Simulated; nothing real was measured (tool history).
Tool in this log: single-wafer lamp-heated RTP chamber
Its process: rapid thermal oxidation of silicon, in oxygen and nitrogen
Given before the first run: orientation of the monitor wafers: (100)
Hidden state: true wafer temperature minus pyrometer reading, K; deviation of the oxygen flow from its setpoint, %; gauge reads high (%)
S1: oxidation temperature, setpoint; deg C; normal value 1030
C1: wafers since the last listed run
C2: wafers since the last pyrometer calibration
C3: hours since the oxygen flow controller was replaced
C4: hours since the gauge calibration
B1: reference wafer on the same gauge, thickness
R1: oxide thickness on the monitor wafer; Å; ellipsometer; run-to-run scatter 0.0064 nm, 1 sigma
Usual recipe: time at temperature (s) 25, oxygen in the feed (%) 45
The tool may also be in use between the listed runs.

{"run": 1, "hour": 0.0, "S1": 1030, "time at temperature (s)": 20, "oxygen in the feed (%)": 45, "C1": 0, "C2": 5725, "C3": 2607.9, "C4": 0.4, "B1": 4.571, "R1": 40.39}
{"run": 2, "hour": 14.4, "S1": 1030, "time at temperature (s)": 20, "oxygen in the feed (%)": 45, "C1": 188, "C2": 5913, "C3": 2622.3, "C4": 14.8, "B1": 4.57, "R1": 40.23}
{"run": 3, "hour": 22.1, "S1": 1030, "time at temperature (s)": 25, "oxygen in the feed (%)": 53, "C1": 100, "C2": 6013, "C3": 2630.0, "C4": 22.5, "B1": 4.569, "R1": 46.13}
{"run": 4, "hour": 39.7, "S1": 1030, "time at temperature (s)": 25, "oxygen in the feed (%)": 53, "C1": 229, "C2": 6243, "C3": 2647.6, "C4": 40.1, "B1": 4.57, "R1": 46.16}
{"run": 5, "hour": 49.3, "S1": 1030, "time at temperature (s)": 25, "oxygen in the feed (%)": 53, "C1": 125, "C2": 6369, "C3": 2657.2, "C4": 49.7, "B1": 4.571, "R1": 46.25}
{"run": 6, "hour": 57.7, "S1": 1013, "time at temperature (s)": 25, "oxygen in the feed (%)": 45, "C1": 109, "C2": 6478, "C3": 2665.6, "C4": 58.1, "B1": 4.569, "R1": 39.56}
{"run": 7, "hour": 71.8, "S1": 1013, "time at temperature (s)": 25, "oxygen in the feed (%)": 45, "C1": 184, "C2": 6662, "C3": 2679.7, "C4": 72.2, "B1": 4.57, "R1": 39.59}
{"hour": 105.7, "done": "gauge calibrated"}
{"hour": 115.5, "done": "oxygen flow controller replaced"}
{"run": 8, "hour": 116.0, "S1": 1013, "time at temperature (s)": 25, "oxygen in the feed (%)": 45, "C1": 472, "C2": 7135, "C3": 0.5, "C4": 10.3, "B1": 4.572, "R1": 39.56}
{"run": 9, "hour": 116.3, "S1": 1045, "time at temperature (s)": 31, "oxygen in the feed (%)": 45, "C1": 3, "C2": 7139, "C3": 0.8, "C4": 10.6, "B1": 4.569, "R1": 52.92}

Run 10 comes next. What will it give?
{"run": 10, "hour": 126.5, "S1": 1001, "time at temperature (s)": 35, "oxygen in the feed (%)": 34, "C1": 133, "C2": 7272, "C3": 11.0, "C4": 20.8, "B1": "?", "R1": "?"}

Run 10 measured B1 4.570, R1 38.50 Å.
With no hidden state in the tool, this same run would have given R1 37.44 Å.

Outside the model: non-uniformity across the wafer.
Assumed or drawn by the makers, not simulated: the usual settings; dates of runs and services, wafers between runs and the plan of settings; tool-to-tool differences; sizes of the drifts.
